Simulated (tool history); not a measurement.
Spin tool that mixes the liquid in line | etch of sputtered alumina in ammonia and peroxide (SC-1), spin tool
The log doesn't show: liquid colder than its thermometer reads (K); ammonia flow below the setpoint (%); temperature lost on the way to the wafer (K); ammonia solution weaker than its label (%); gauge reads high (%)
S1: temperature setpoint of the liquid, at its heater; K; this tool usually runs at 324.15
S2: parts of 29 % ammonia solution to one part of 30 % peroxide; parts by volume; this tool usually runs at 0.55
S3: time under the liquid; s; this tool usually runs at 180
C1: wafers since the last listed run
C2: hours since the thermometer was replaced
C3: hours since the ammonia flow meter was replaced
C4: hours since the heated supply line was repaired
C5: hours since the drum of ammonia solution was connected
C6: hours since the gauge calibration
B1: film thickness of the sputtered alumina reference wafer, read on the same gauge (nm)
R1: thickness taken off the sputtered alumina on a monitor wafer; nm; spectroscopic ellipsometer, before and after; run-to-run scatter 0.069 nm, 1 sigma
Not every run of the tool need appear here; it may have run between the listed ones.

run	hour	S1	S2	S3	C1	C2	C3	C4	C5	C6	B1	R1
1	0.0	324.15	0.55	180	0	1813.4	1715.8	3360.3	484.8	114.9	110.03	7.59
2	11.0	324.15	0.70	180	70	1824.4	1726.8	3371.3	495.8	125.9	110.00	7.84
3	20.9	324.15	0.70	180	63	1834.3	1736.7	3381.2	505.7	135.8	110.00	7.70
4	29.9	324.15	0.70	180	57	1843.3	1745.7	3390.2	514.7	144.8	110.04	7.78
5	45.3	324.15	0.55	180	98	1858.7	1761.1	3405.6	530.1	160.2	110.04	7.54
6	53.5	324.15	0.55	180	52	1866.9	1769.3	3413.8	538.3	168.4	110.02	7.55
7	62.5	324.15	0.55	180	57	1875.9	1778.3	3422.8	547.3	177.4	110.02	7.62
8	74.7	324.15	0.55	110	78	1888.1	1790.5	3435.0	559.5	189.6	110.01	4.62
9	87.4	324.15	0.55	110	81	1900.8	1803.2	3447.7	572.2	202.3	109.99	4.69
10	94.0	324.15	0.55	180	42	1907.4	1809.8	3454.3	578.8	208.9	109.94	7.64
# hour 100.1: heated supply line repaired
11	104.2	324.15	0.75	180	58	1917.6	1820.0	4.1	589.0	219.1	110.01	7.68
12	114.6	315.15	0.55	180	66	1928.0	1830.4	14.5	599.4	229.5	109.99	4.58
# hour 120.7: gauge calibrated
13	122.9	316.65	0.85	180	53	1936.3	1838.7	22.8	607.7	2.2	109.99	5.13
# hour 127.7: new drum of ammonia solution connected
14	135.7	324.15	0.30	75	75	1949.1	1851.5	35.6	8.0	15.0	110.03	2.95
15	145.8	329.15	0.85	180	64	1959.2	1861.6	45.7	18.1	25.1	110.00	10.34
# hour 152.7: thermometer replaced
16	154.5	318.65	0.55	255	49	1.8	1870.3	54.4	26.8	33.8	109.98	7.85
17	170.4	332.15	0.65	135	101	17.7	1886.2	70.3	42.7	49.7	110.00	8.87
# hour 184.6: ammonia flow meter replaced
18	185.9	324.15	0.80	180	92	33.2	1.3	85.8	58.2	65.2	109.99	7.77
19	229.5	324.15	0.55	245	278	76.8	44.9	129.4	101.8	108.8	109.98	10.24
20	236.3	324.15	0.70	180	43	83.6	51.7	136.2	108.6	115.6	109.97	7.71
21	245.5	324.15	0.30	115	58	92.8	60.9	145.4	117.8	124.8	110.00	4.57
22	257.7	324.15	0.55	180	78	105.0	73.1	157.6	130.0	137.0	110.05	7.54
23	268.5	324.15	0.55	180	69	115.8	83.9	168.4	140.8	147.8	110.00	7.68
24	275.8	324.15	0.40	210	46	123.1	91.2	175.7	148.1	155.1	110.04	8.41
25	282.8	324.15	0.55	180	44	130.1	98.2	182.7	155.1	162.1	109.95	7.73

4 options for the next run, each taken on its own from the tool as it stands now. Forecast them:
A	283.3	324.15	0.55	145	3	130.6	98.7	183.2	155.6	162.6	?	?
B	283.3	329.65	0.55	180	3	130.6	98.7	183.2	155.6	162.6	?	?
C	283.3	324.15	0.35	265	3	130.6	98.7	183.2	155.6	162.6	?	?
D	283.3	330.15	0.30	75	3	130.6	98.7	183.2	155.6	162.6	?	?

run	B1	R1
A	110.02	6.12
B	110.02	10.20
C	110.02	10.71
D	110.02	4.12
Without the tool's hidden state the same runs would have given:
run	R1
A	6.12
B	10.20
C	10.71
D	4.12

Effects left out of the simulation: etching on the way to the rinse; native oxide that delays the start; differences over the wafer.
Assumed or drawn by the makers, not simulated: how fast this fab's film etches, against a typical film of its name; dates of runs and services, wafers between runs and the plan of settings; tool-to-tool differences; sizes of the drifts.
